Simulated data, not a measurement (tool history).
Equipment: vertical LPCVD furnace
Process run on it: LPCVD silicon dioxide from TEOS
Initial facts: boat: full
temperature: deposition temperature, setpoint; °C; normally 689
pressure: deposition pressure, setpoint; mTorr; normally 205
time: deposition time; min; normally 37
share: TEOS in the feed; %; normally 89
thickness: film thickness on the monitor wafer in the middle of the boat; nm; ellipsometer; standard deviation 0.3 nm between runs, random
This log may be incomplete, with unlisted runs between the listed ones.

| run | hour | temperature | pressure | time | share | wafers since the last listed run | hours since the last temperature calibration | hours since the pressure gauge was zeroed | hours since the TEOS flow controller was replaced | hours since the gauge calibration | read-back reference wafer on the same gauge, thickness | thickness |
|---|---|---|---|---|---|---|---|---|---|---|---|---|
| 1 | 0 | 689 | 205 | 37 | 89 | 0 | 1271.6 | 3823 | 6567.6 | 14.6 | 182.14 | 220.31 |
| 2 | 14.2 | 689 | 205 | 37 | 89 | 167 | 1285.8 | 3837.2 | 6581.8 | 28.8 | 181.95 | 220.65 |
| 3 | 24.2 | 689 | 205 | 43 | 89 | 118 | 1295.8 | 3847.2 | 6591.8 | 38.8 | 182.06 | 255.88 |
|  | 58.3 | TEOS flow controller replaced |
|  | 73.2 | pressure gauge zeroed |
| 4 | 73.7 | 689 | 205 | 43 | 89 | 125 | 1345.3 | 0.5 | 15.4 | 88.3 | 182.11 | 256.06 |
| 5 | 77.8 | 689 | 240 | 37 | 89 | 48 | 1349.4 | 4.6 | 19.5 | 92.4 | 182.08 | 238.23 |
| 6 | 81.9 | 689 | 240 | 37 | 89 | 48 | 1353.5 | 8.7 | 23.6 | 96.5 | 182.07 | 238.08 |
| 7 | 85.9 | 689 | 240 | 37 | 89 | 47 | 1357.5 | 12.7 | 27.6 | 100.5 | 182.15 | 238.86 |
| 8 | 92.2 | 679 | 230 | 27.5 | 97 | 74 | 1363.8 | 19 | 33.9 | 106.8 | 181.94 | 142.92 |
|  | 124.4 | thermocouples replaced and temperature profile calibrated |
| 9 | 124.9 | 689 | 205 | 37 | 89 | 102 | 0.5 | 51.7 | 66.6 | 139.5 | 182.01 | 199.86 |
| 10 | 128.9 | 698 | 155 | 45 | 89 | 47 | 4.5 | 55.7 | 70.6 | 143.5 | 182.1 | 261.19 |
| 11 | 134 | 689 | 205 | 37 | 89 | 60 | 9.6 | 60.8 | 75.7 | 148.6 | 181.99 | 199.73 |
|  | 135.5 | gauge calibrated |
| 12 | 146.3 | 689 | 160 | 37 | 89 | 145 | 21.9 | 73.1 | 88 | 10.8 | 181.94 | 177.2 |
| 13 | 155.5 | 677 | 205 | 28 | 89 | 108 | 31.1 | 82.3 | 97.2 | 20 | 182.09 | 113.72 |
| 14 | 172.9 | 679 | 155 | 43.5 | 97 | 205 | 48.5 | 99.7 | 114.6 | 37.4 | 182 | 169.03 |

Below, some changes in thickness between adjacent runs. For each, the amount present without the hidden state too (settings, incoming material, random variation) and the amount remaining for the hidden state with gauge scatter not shared by both compared results:
Hidden state at play: true tube temperature minus thermocouple reading, K; true pressure minus gauge reading, mTorr; deviation of the TEOS flow from its setpoint, %; gauge reads high (%).
Run 7 -> 8: temperature 689 -> 679, pressure 240 -> 230, time 37 -> 27.5, share 89 -> 97. thickness -95.94 nm: hidden state -8.93, all else -87.01.
Run 8 -> 9: temperature 679 -> 689, pressure 230 -> 205, time 27.5 -> 37, share 97 -> 89, thermocouples replaced and temperature profile calibrated. thickness +56.94 nm: hidden state -13.72, all else +70.66.
